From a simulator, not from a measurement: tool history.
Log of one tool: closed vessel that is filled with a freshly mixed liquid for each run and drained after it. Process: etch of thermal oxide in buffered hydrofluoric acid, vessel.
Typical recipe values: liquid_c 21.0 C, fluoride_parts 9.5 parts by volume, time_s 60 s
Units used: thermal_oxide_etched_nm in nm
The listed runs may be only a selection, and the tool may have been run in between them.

| run | hour | liquid_c | fluoride_parts | time_s | wafers since the last listed run | hours since the thermometer was replaced | hours since the hydrofluoric acid flow meter was replaced | hours since the gauge calibration | read-back film thickness of the thermal oxide reference wafer, read on the same gauge (nm) | thermal_oxide_etched_nm |
|---|---|---|---|---|---|---|---|---|---|---|
| 1 | 0.0 | 24.0 | 9.5 | 60 | 0 | 1906.3 | 800.9 | 145.8 | 130.01 | 69.09 |
| 2 | 92.6 | 24.0 | 9.5 | 60 | 6082 | 1998.9 | 893.5 | 238.4 | 130.00 | 67.81 |
| 3 | 193.2 | 24.0 | 9.5 | 60 | 6607 | 2099.5 | 994.1 | 339.0 | 129.99 | 68.96 |
| 4 | 259.1 | 21.0 | 9.5 | 60 | 4328 | 2165.4 | 1060.0 | 404.9 | 129.98 | 58.54 |
| 5 | 347.2 | 21.0 | 9.5 | 60 | 5786 | 2253.5 | 1148.1 | 493.0 | 130.01 | 58.11 |
| 6 | 454.5 | 21.0 | 9.5 | 60 | 7047 | 2360.8 | 1255.4 | 600.3 | 130.01 | 57.53 |
| 7 | 492.8 | 21.0 | 9.5 | 60 | 2515 | 2399.1 | 1293.7 | 638.6 | 130.01 | 57.76 |
| 8 | 596.3 | 24.0 | 9.5 | 45 | 6797 | 2502.6 | 1397.2 | 742.1 | 130.00 | 51.31 |
| 9 | 692.5 | 24.0 | 9.5 | 45 | 6318 | 2598.8 | 1493.4 | 838.3 | 130.02 | 51.24 |
| 10 | 782.9 | 18.5 | 9.5 | 60 | 5937 | 2689.2 | 1583.8 | 928.7 | 130.01 | 50.21 |
| 11 | 888.8 | 21.0 | 8.0 | 30 | 6955 | 2795.1 | 1689.7 | 1034.6 | 129.99 | 32.84 |
| 12 | 968.9 | 21.0 | 8.0 | 85 | 5261 | 2875.2 | 1769.8 | 1114.7 | 130.00 | 93.11 |
| 13 | 1030.2 | 23.5 | 9.5 | 75 | 4026 | 2936.5 | 1831.1 | 1176.0 | 130.01 | 82.77 |
|  | 1111.9 | hydrofluoric acid flow meter replaced |
|  | 1122.2 | thermometer replaced |
| 14 | 1131.4 | 21.0 | 10.5 | 45 | 6515 | 9.2 | 19.5 | 1277.2 | 130.02 | 40.94 |
| 15 | 1223.5 | 21.0 | 9.5 | 30 | 6049 | 101.3 | 111.6 | 1369.3 | 129.99 | 29.67 |
|  | 1239.5 | gauge calibrated |
| 16 | 1269.8 | 21.0 | 9.5 | 60 | 3041 | 147.6 | 157.9 | 30.3 | 130.00 | 58.53 |

Forecast run 17:
| 17 | 1369.1 | 21.0 | 9.5 | 60 | 6522 | 246.9 | 257.2 | 129.6 | ? | ? |

{"run 17": {"read-back film thickness of the thermal oxide reference wafer, read on the same gauge (nm)": 129.99, "thermal_oxide_etched_nm": 59.55}}
The same run, on a tool lacking any hidden state, would have yielded thermal_oxide_etched_nm 59.86 nm.
